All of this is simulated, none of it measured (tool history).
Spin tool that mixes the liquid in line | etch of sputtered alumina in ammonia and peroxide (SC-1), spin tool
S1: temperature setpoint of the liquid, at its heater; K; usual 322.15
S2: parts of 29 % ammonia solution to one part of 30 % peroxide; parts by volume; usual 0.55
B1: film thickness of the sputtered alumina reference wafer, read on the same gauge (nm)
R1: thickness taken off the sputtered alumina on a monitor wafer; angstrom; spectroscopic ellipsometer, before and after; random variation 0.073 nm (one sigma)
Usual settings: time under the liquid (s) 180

{"run": 1, "day": 0.0, "S1": 322.15, "S2": 0.7, "time under the liquid (s)": 120, "B1": 80.0, "R1": 65.8}
{"run": 2, "day": 0.425, "S1": 322.15, "S2": 0.7, "time under the liquid (s)": 120, "B1": 80.01, "R1": 65.9}
{"run": 3, "day": 0.679, "S1": 322.15, "S2": 0.7, "time under the liquid (s)": 120, "B1": 79.99, "R1": 65.5}
{"run": 4, "day": 1.038, "S1": 322.15, "S2": 0.55, "time under the liquid (s)": 180, "B1": 80.01, "R1": 96.7}
{"run": 5, "day": 1.671, "S1": 322.15, "S2": 0.55, "time under the liquid (s)": 180, "B1": 80.0, "R1": 95.8}
{"run": 6, "day": 1.962, "S1": 322.15, "S2": 0.7, "time under the liquid (s)": 180, "B1": 79.98, "R1": 97.6}
{"day": 2.342, "done": "heated supply line repaired"}
{"run": 7, "day": 2.658, "S1": 322.15, "S2": 0.7, "time under the liquid (s)": 180, "B1": 80.01, "R1": 122.6}
{"run": 8, "day": 3.138, "S1": 322.15, "S2": 0.55, "time under the liquid (s)": 180, "B1": 80.02, "R1": 119.8}
{"run": 9, "day": 3.733, "S1": 322.15, "S2": 0.3, "time under the liquid (s)": 85, "B1": 80.0, "R1": 52.7}
{"day": 3.921, "done": "thermometer replaced"}
{"run": 10, "day": 4.183, "S1": 322.15, "S2": 0.55, "time under the liquid (s)": 270, "B1": 79.99, "R1": 161.0}
{"run": 11, "day": 4.912, "S1": 313.15, "S2": 0.55, "time under the liquid (s)": 215, "B1": 79.99, "R1": 75.9}
{"run": 12, "day": 5.162, "S1": 322.15, "S2": 0.55, "time under the liquid (s)": 180, "B1": 79.98, "R1": 106.4}
{"run": 13, "day": 5.8, "S1": 322.15, "S2": 0.35, "time under the liquid (s)": 285, "B1": 80.01, "R1": 160.1}
{"day": 6.217, "done": "ammonia flow meter replaced"}
{"run": 14, "day": 6.867, "S1": 312.65, "S2": 0.85, "time under the liquid (s)": 270, "B1": 80.01, "R1": 97.0}
{"day": 7.042, "done": "new drum of ammonia solution connected"}
{"run": 15, "day": 7.571, "S1": 319.15, "S2": 0.55, "time under the liquid (s)": 145, "B1": 79.99, "R1": 72.7}
{"run": 16, "day": 7.854, "S1": 322.15, "S2": 0.8, "time under the liquid (s)": 75, "B1": 80.01, "R1": 45.3}
{"run": 17, "day": 8.496, "S1": 317.65, "S2": 0.55, "time under the liquid (s)": 210, "B1": 80.0, "R1": 96.3}
{"run": 18, "day": 9.183, "S1": 322.15, "S2": 0.55, "time under the liquid (s)": 180, "B1": 80.0, "R1": 105.5}
{"run": 19, "day": 9.467, "S1": 322.15, "S2": 0.55, "time under the liquid (s)": 180, "B1": 80.0, "R1": 106.5}
{"run": 20, "day": 10.121, "S1": 316.15, "S2": 0.75, "time under the liquid (s)": 180, "B1": 80.02, "R1": 78.4}
{"run": 21, "day": 10.8, "S1": 322.15, "S2": 0.55, "time under the liquid (s)": 180, "B1": 80.02, "R1": 106.4}
{"run": 22, "day": 11.325, "S1": 322.15, "S2": 0.55, "time under the liquid (s)": 150, "B1": 79.98, "R1": 88.2}
{"run": 23, "day": 11.717, "S1": 329.65, "S2": 0.7, "time under the liquid (s)": 85, "B1": 80.01, "R1": 78.3}
{"run": 24, "day": 12.242, "S1": 322.15, "S2": 0.3, "time under the liquid (s)": 85, "B1": 79.98, "R1": 48.1}
{"run": 25, "day": 12.508, "S1": 322.15, "S2": 0.55, "time under the liquid (s)": 180, "B1": 79.99, "R1": 106.1}

What the log doesn't show, run by run:
ammonia flow below the setpoint (%): 0 in every run
ammonia solution weaker than its label (%): 0 in every run
gauge reads high (%): 0 in every run
H1: liquid hotter than its thermometer reads (K)
H2: temperature lost on the way to the wafer (K)
run=1 H1=1.86 H2=3.9
run=2 H1=1.87 H2=3.92
run=3 H1=1.88 H2=3.93
run=4 H1=1.89 H2=3.94
run=5 H1=1.91 H2=3.96
run=6 H1=1.92 H2=3.97
run=7 H1=1.94 H2=0.105
run=8 H1=1.95 H2=0.121
run=9 H1=1.97 H2=0.141
run=10 H1=0.061 H2=0.157
run=11 H1=0.0825 H2=0.181
run=12 H1=0.0899 H2=0.19
run=13 H1=0.109 H2=0.211
run=14 H1=0.14 H2=0.247
run=15 H1=0.161 H2=0.271
run=16 H1=0.169 H2=0.28
run=17 H1=0.188 H2=0.302
run=18 H1=0.209 H2=0.325
run=19 H1=0.217 H2=0.334
run=20 H1=0.236 H2=0.356
run=21 H1=0.256 H2=0.379
run=22 H1=0.272 H2=0.397
run=23 H1=0.283 H2=0.41
run=24 H1=0.299 H2=0.428
run=25 H1=0.307 H2=0.437

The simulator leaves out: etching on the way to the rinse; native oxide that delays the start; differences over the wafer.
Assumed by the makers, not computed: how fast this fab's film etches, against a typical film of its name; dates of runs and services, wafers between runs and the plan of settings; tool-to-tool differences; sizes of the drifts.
